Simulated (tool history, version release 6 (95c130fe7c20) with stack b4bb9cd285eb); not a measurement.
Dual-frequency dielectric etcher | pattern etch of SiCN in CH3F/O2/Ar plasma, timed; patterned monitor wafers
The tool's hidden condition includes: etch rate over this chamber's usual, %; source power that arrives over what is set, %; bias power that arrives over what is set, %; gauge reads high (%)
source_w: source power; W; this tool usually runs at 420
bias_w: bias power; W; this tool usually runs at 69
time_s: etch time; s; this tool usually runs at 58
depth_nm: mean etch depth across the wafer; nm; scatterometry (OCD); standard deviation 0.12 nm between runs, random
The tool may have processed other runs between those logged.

| run | hour | source_w | bias_w | time_s | wafers since the last listed run | hours since the last wet clean | hours since the last source power generator calibration | hours since the last bias power generator calibration | hours since the last upper electrode change | hours since the gauge calibration | read-back reference wafer on the same gauge, depth_nm | depth_nm |
|---|---|---|---|---|---|---|---|---|---|---|---|---|
| 1 | 0 | 420 | 69 | 62 | 0 | 385.3 | 1334.9 | 4403.8 | 4748 | 847 | 17.54 | 21.96 |
| 2 | 66.4 | 420 | 69 | 45.5 | 601 | 451.7 | 1401.3 | 4470.2 | 4814.4 | 913.4 | 17.52 | 16.07 |
| 3 | 92.4 | 420 | 69 | 58 | 235 | 477.7 | 1427.3 | 4496.2 | 4840.4 | 939.4 | 17.49 | 20.45 |
|  | 143.9 | wet clean of the chamber |
| 4 | 146.2 | 420 | 69 | 58 | 270 | 2.3 | 1481.1 | 4550 | 4894.2 | 993.2 | 17.53 | 21.59 |
| 5 | 176.5 | 460 | 78 | 58 | 274 | 32.6 | 1511.4 | 4580.3 | 4924.5 | 1023.5 | 17.48 | 23.29 |
| 6 | 203.3 | 460 | 78 | 58 | 242 | 59.4 | 1538.2 | 4607.1 | 4951.3 | 1050.3 | 17.5 | 23.19 |
| 7 | 265.8 | 420 | 69 | 58 | 566 | 121.9 | 1600.7 | 4669.6 | 5013.8 | 1112.8 | 17.5 | 21.14 |
| 8 | 326.7 | 420 | 69 | 58 | 551 | 182.8 | 1661.6 | 4730.5 | 5074.7 | 1173.7 | 17.51 | 21.18 |
| 9 | 352.4 | 420 | 69 | 58 | 232 | 208.5 | 1687.3 | 4756.2 | 5100.4 | 1199.4 | 17.47 | 20.91 |
| 10 | 412.5 | 420 | 69 | 58 | 544 | 268.6 | 1747.4 | 4816.3 | 5160.5 | 1259.5 | 17.54 | 20.82 |
| 11 | 464.1 | 420 | 69 | 58 | 467 | 320.2 | 1799 | 4867.9 | 5212.1 | 1311.1 | 17.51 | 20.65 |
| 12 | 510.4 | 420 | 69 | 58 | 419 | 366.5 | 1845.3 | 4914.2 | 5258.4 | 1357.4 | 17.51 | 20.6 |
|  | 561.4 | wet clean of the chamber |
|  | 571.8 | gauge calibrated |
| 13 | 589 | 460 | 69 | 58 | 494 | 27.6 | 1923.9 | 4992.8 | 5337 | 17.2 | 17.5 | 24 |
| 14 | 640.4 | 460 | 69 | 58 | 465 | 79 | 1975.3 | 5044.2 | 5388.4 | 68.6 | 17.51 | 24.16 |
|  | 670.7 | upper electrode replaced |
| 15 | 701.1 | 420 | 69 | 58 | 332 | 139.7 | 2036 | 5104.9 | 30.4 | 129.3 | 17.48 | 22.56 |
| 16 | 732.4 | 390 | 85 | 49 | 283 | 171 | 2067.3 | 5136.2 | 61.7 | 160.6 | 17.53 | 19.6 |
|  | 751.2 | source power generator calibrated |
| 17 | 795.1 | 420 | 80 | 75 | 532 | 233.7 | 43.9 | 5198.9 | 124.4 | 223.3 | 17.51 | 30.53 |
|  | 870.7 | wet clean of the chamber, repeated, since the last time left the tool worse |
| 18 | 871.2 | 370 | 69 | 58 | 472 | 0.5 | 120 | 5275 | 200.5 | 299.4 | 17.46 | 19.89 |
| 19 | 902.8 | 490 | 54 | 49 | 286 | 32.1 | 151.6 | 5306.6 | 232.1 | 331 | 17.49 | 18.06 |
|  | 928.3 | bias power generator calibrated |
| 20 | 929.9 | 420 | 63 | 52.5 | 209 | 59.2 | 178.7 | 1.6 | 259.2 | 358.1 | 17.5 | 18.48 |
| 21 | 993 | 500 | 69 | 66.5 | 571 | 122.3 | 241.8 | 64.7 | 322.3 | 421.2 | 17.5 | 26.6 |
| 22 | 1040 | 520 | 63 | 46.5 | 425 | 169.3 | 288.8 | 111.7 | 369.3 | 468.2 | 17.48 | 18.24 |
| 23 | 1080.1 | 420 | 69 | 58 | 363 | 209.4 | 328.9 | 151.8 | 409.4 | 508.3 | 17.52 | 20.87 |
| 24 | 1115 | 370 | 69 | 47 | 316 | 244.3 | 363.8 | 186.7 | 444.3 | 543.2 | 17.47 | 15.74 |
| 25 | 1171.7 | 420 | 69 | 58 | 513 | 301 | 420.5 | 243.4 | 501 | 599.9 | 17.49 | 20.57 |
|  | 1294.8 | wet clean of the chamber |
| 26 | 1308.1 | 500 | 77 | 72 | 1018 | 13.3 | 556.9 | 379.8 | 637.4 | 736.3 | 17.5 | 29.98 |
| 27 | 1369 | 420 | 69 | 58 | 551 | 74.2 | 617.8 | 440.7 | 698.3 | 797.2 | 17.5 | 21.34 |
| 28 | 1423.9 | 470 | 62 | 68.5 | 497 | 129.1 | 672.7 | 495.6 | 753.2 | 852.1 | 17.52 | 25.57 |
| 29 | 1459.5 | 320 | 83 | 68 | 322 | 164.7 | 708.3 | 531.2 | 788.8 | 887.7 | 17.49 | 22.27 |
| 30 | 1484.6 | 480 | 53 | 45.5 | 227 | 189.8 | 733.4 | 556.3 | 813.9 | 912.8 | 17.48 | 16.21 |
| 31 | 1550.2 | 350 | 69 | 69 | 594 | 255.4 | 799 | 621.9 | 879.5 | 978.4 | 17.48 | 22.07 |

Alternative continuations, all from the tool just after run 31; predict every row:
| A | 1550.6 | 420 | 69 | 70.5 | 3 | 255.8 | 799.4 | 622.3 | 879.9 | 978.8 | ? | ? |
| B | 1550.6 | 450 | 84 | 73.5 | 3 | 255.8 | 799.4 | 622.3 | 879.9 | 978.8 | ? | ? |
| C | 1550.6 | 470 | 54 | 48.5 | 3 | 255.8 | 799.4 | 622.3 | 879.9 | 978.8 | ? | ? |

| run | read-back reference wafer on the same gauge, depth_nm | depth_nm |
|---|---|---|
| A | 17.51 | 25.2 |
| B | 17.51 | 29.21 |
| C | 17.51 | 17.05 |
Had the tool no hidden state, the same runs would have come out as:
| run | depth_nm |
|---|---|
| A | 26 |
| B | 30.13 |
| C | 17.58 |

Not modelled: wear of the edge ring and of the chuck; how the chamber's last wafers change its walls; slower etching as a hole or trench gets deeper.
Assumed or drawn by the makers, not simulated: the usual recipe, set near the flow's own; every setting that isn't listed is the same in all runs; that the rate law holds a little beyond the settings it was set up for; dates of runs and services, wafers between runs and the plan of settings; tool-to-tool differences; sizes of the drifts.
